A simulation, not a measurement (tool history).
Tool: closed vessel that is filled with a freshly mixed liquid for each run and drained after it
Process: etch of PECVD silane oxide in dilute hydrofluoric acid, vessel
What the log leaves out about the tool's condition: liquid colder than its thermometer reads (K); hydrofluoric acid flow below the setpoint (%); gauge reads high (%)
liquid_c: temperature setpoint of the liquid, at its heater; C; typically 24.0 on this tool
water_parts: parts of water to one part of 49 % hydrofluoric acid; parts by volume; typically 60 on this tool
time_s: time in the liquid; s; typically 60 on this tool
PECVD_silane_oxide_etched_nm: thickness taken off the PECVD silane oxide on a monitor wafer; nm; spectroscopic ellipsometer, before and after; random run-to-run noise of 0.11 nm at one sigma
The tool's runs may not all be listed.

run,day,liquid_c,water_parts,time_s,wafers since the last listed run,hours since the thermometer was replaced,hours since the hydrofluoric acid flow meter was replaced,hours since the gauge calibration,"read-back film thickness of the PECVD silane oxide reference wafer, read on the same gauge (nm)",PECVD_silane_oxide_etched_nm
1,0.000,24.0,60,45,0,711.0,1841.4,151.1,49.96,22.04
2,0.333,24.0,60,45,740,719.0,1849.4,159.1,50.02,21.99
3,0.588,24.0,60,45,564,725.1,1855.5,165.2,50.01,21.95
4,1.058,24.0,60,60,1045,736.4,1866.8,176.5,49.99,29.24
# day 1.629: gauge calibrated
5,1.767,24.0,60,60,1572,753.4,1883.8,3.3,49.98,29.34
6,2.217,24.0,60,60,999,764.2,1894.6,14.1,49.98,29.30
7,2.704,24.0,45,60,1082,775.9,1906.3,25.8,50.03,39.84
# day 4.146: hydrofluoric acid flow meter replaced
8,4.733,24.0,45,60,4412,824.6,14.1,74.5,49.98,45.52
9,5.204,24.0,45,60,1045,835.9,25.4,85.8,49.96,45.38
10,5.496,24.0,60,60,647,842.9,32.4,92.8,50.02,33.40
11,7.175,25.5,50,35,3728,883.2,72.7,133.1,49.99,25.26
12,7.612,24.0,60,60,971,893.7,83.2,143.6,50.03,33.35
13,8.042,20.5,45,30,952,904.0,93.5,153.9,50.03,19.53
14,8.317,24.0,60,30,610,910.6,100.1,160.5,49.99,16.57
# day 8.629: gauge calibrated
15,8.671,21.0,60,35,786,919.1,108.6,1.0,50.07,17.10
# day 8.729: thermometer replaced
16,9.246,27.0,85,60,1184,12.4,122.4,14.8,50.01,25.48
17,9.621,28.5,45,95,832,21.4,131.4,23.8,49.98,85.38
18,10.000,22.0,60,70,841,30.5,140.5,32.9,50.03,35.57
19,10.625,24.0,60,60,1387,45.5,155.5,47.9,50.02,33.00
20,11.329,22.5,85,80,1563,62.4,172.4,64.8,49.99,28.35

Hidden state at the last listed run before each entry between runs and at the first one after, where it differs:
Run 4 -> run 5: gauge calibrated (day 1.629)
  hydrofluoric acid flow below the setpoint (%): 12.1 -> 12.2
  measured value less the no-hidden-state value, PECVD_silane_oxide_etched_nm: -4.37 -> -4.43 nm
Run 7 -> run 8: hydrofluoric acid flow meter replaced (day 4.146)
  hydrofluoric acid flow below the setpoint (%): 12.3 -> 0.85
  measured value less the no-hidden-state value, PECVD_silane_oxide_etched_nm: -5.97 -> -0.42 nm
Run 14 -> run 15: gauge calibrated (day 8.629)
  hydrofluoric acid flow below the setpoint (%): 1.37 -> 1.42
  measured value less the no-hidden-state value, PECVD_silane_oxide_etched_nm: -0.25 -> -0.27 nm
Run 15 -> run 16: thermometer replaced (day 8.729)
  hydrofluoric acid flow below the setpoint (%): 1.42 -> 1.51
  measured value less the no-hidden-state value, PECVD_silane_oxide_etched_nm: -0.27 -> -0.44 nm
